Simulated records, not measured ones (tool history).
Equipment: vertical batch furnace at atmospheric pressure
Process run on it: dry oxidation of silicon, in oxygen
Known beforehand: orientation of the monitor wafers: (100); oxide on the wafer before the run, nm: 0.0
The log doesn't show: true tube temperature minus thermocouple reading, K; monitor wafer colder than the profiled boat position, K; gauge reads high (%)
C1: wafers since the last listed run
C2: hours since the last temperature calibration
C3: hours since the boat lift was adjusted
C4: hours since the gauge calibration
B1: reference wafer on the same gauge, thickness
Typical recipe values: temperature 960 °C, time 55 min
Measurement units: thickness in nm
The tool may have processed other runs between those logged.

{"run": 1, "hour": 0.0, "temperature": 960, "time": 70.5, "C1": 0, "C2": 2696.9, "C3": 2636.9, "C4": 417.9, "B1": 39.19, "thickness": 42.95}
{"run": 2, "hour": 54.9, "temperature": 960, "time": 70.5, "C1": 834, "C2": 2751.8, "C3": 2691.8, "C4": 472.8, "B1": 39.19, "thickness": 43.31}
{"run": 3, "hour": 88.6, "temperature": 960, "time": 70.5, "C1": 512, "C2": 2785.5, "C3": 2725.5, "C4": 506.5, "B1": 39.21, "thickness": 43.09}
{"hour": 107.9, "done": "gauge calibrated"}
{"run": 4, "hour": 155.9, "temperature": 960, "time": 55, "C1": 1023, "C2": 2852.8, "C3": 2792.8, "C4": 48, "B1": 39.21, "thickness": 36.64}
{"run": 5, "hour": 194.3, "temperature": 960, "time": 40, "C1": 583, "C2": 2891.2, "C3": 2831.2, "C4": 86.4, "B1": 39.2, "thickness": 30.01}
{"hour": 225.8, "done": "boat lift adjusted"}
{"hour": 246.8, "done": "thermocouples replaced and temperature profile calibrated"}
{"run": 6, "hour": 253.9, "temperature": 960, "time": 40, "C1": 221, "C2": 7.1, "C3": 28.1, "C4": 146, "B1": 39.2, "thickness": 28.95}
{"run": 7, "hour": 277.9, "temperature": 960, "time": 40, "C1": 364, "C2": 31.1, "C3": 52.1, "C4": 170, "B1": 39.2, "thickness": 29.03}
{"run": 8, "hour": 348.9, "temperature": 945, "time": 55, "C1": 1079, "C2": 102.1, "C3": 123.1, "C4": 241, "B1": 39.18, "thickness": 30.33}
{"run": 9, "hour": 380.9, "temperature": 953, "time": 55, "C1": 486, "C2": 134.1, "C3": 155.1, "C4": 273, "B1": 39.2, "thickness": 33.1}
{"run": 10, "hour": 436.8, "temperature": 977, "time": 38, "C1": 849, "C2": 190, "C3": 211, "C4": 328.9, "B1": 39.2, "thickness": 32.13}
{"run": 11, "hour": 485.9, "temperature": 960, "time": 55, "C1": 746, "C2": 239.1, "C3": 260.1, "C4": 378, "B1": 39.2, "thickness": 35.51}
{"run": 12, "hour": 519.6, "temperature": 960, "time": 45.5, "C1": 512, "C2": 272.8, "C3": 293.8, "C4": 411.7, "B1": 39.2, "thickness": 31.42}
{"hour": 577.8, "done": "gauge calibrated"}
{"run": 13, "hour": 590.2, "temperature": 960, "time": 55, "C1": 1073, "C2": 343.4, "C3": 364.4, "C4": 12.4, "B1": 39.2, "thickness": 35.56}
{"run": 14, "hour": 651.7, "temperature": 967, "time": 55, "C1": 935, "C2": 404.9, "C3": 425.9, "C4": 73.9, "B1": 39.2, "thickness": 37.7}
{"run": 15, "hour": 687.0, "temperature": 960, "time": 40.5, "C1": 536, "C2": 440.2, "C3": 461.2, "C4": 109.2, "B1": 39.19, "thickness": 29.38}
{"run": 16, "hour": 726.1, "temperature": 960, "time": 40, "C1": 594, "C2": 479.3, "C3": 500.3, "C4": 148.3, "B1": 39.2, "thickness": 29.14}

Below are 4 alternative next runs, each starting from the tool's condition after run 16. Predict each:
{"run": "A", "hour": 731.1, "temperature": 960, "time": 69.5, "C1": 76, "C2": 484.3, "C3": 505.3, "C4": 153.3, "B1": "?", "thickness": "?"}
{"run": "B", "hour": 731.1, "temperature": 950, "time": 55, "C1": 76, "C2": 484.3, "C3": 505.3, "C4": 153.3, "B1": "?", "thickness": "?"}
{"run": "C", "hour": 731.1, "temperature": 979, "time": 46, "C1": 76, "C2": 484.3, "C3": 505.3, "C4": 153.3, "B1": "?", "thickness": "?"}
{"run": "D", "hour": 731.1, "temperature": 969, "time": 29, "C1": 76, "C2": 484.3, "C3": 505.3, "C4": 153.3, "B1": "?", "thickness": "?"}

run=A B1=39.22 thickness=41.52
run=B B1=39.22 thickness=32.3
run=C B1=39.22 thickness=36.9
run=D B1=39.22 thickness=25.8
The same runs, with their run-to-run variation unchanged, on a tool lacking any hidden condition would have given:
run=A thickness=41.06
run=B thickness=31.85
run=C thickness=36.52
run=D thickness=25.54

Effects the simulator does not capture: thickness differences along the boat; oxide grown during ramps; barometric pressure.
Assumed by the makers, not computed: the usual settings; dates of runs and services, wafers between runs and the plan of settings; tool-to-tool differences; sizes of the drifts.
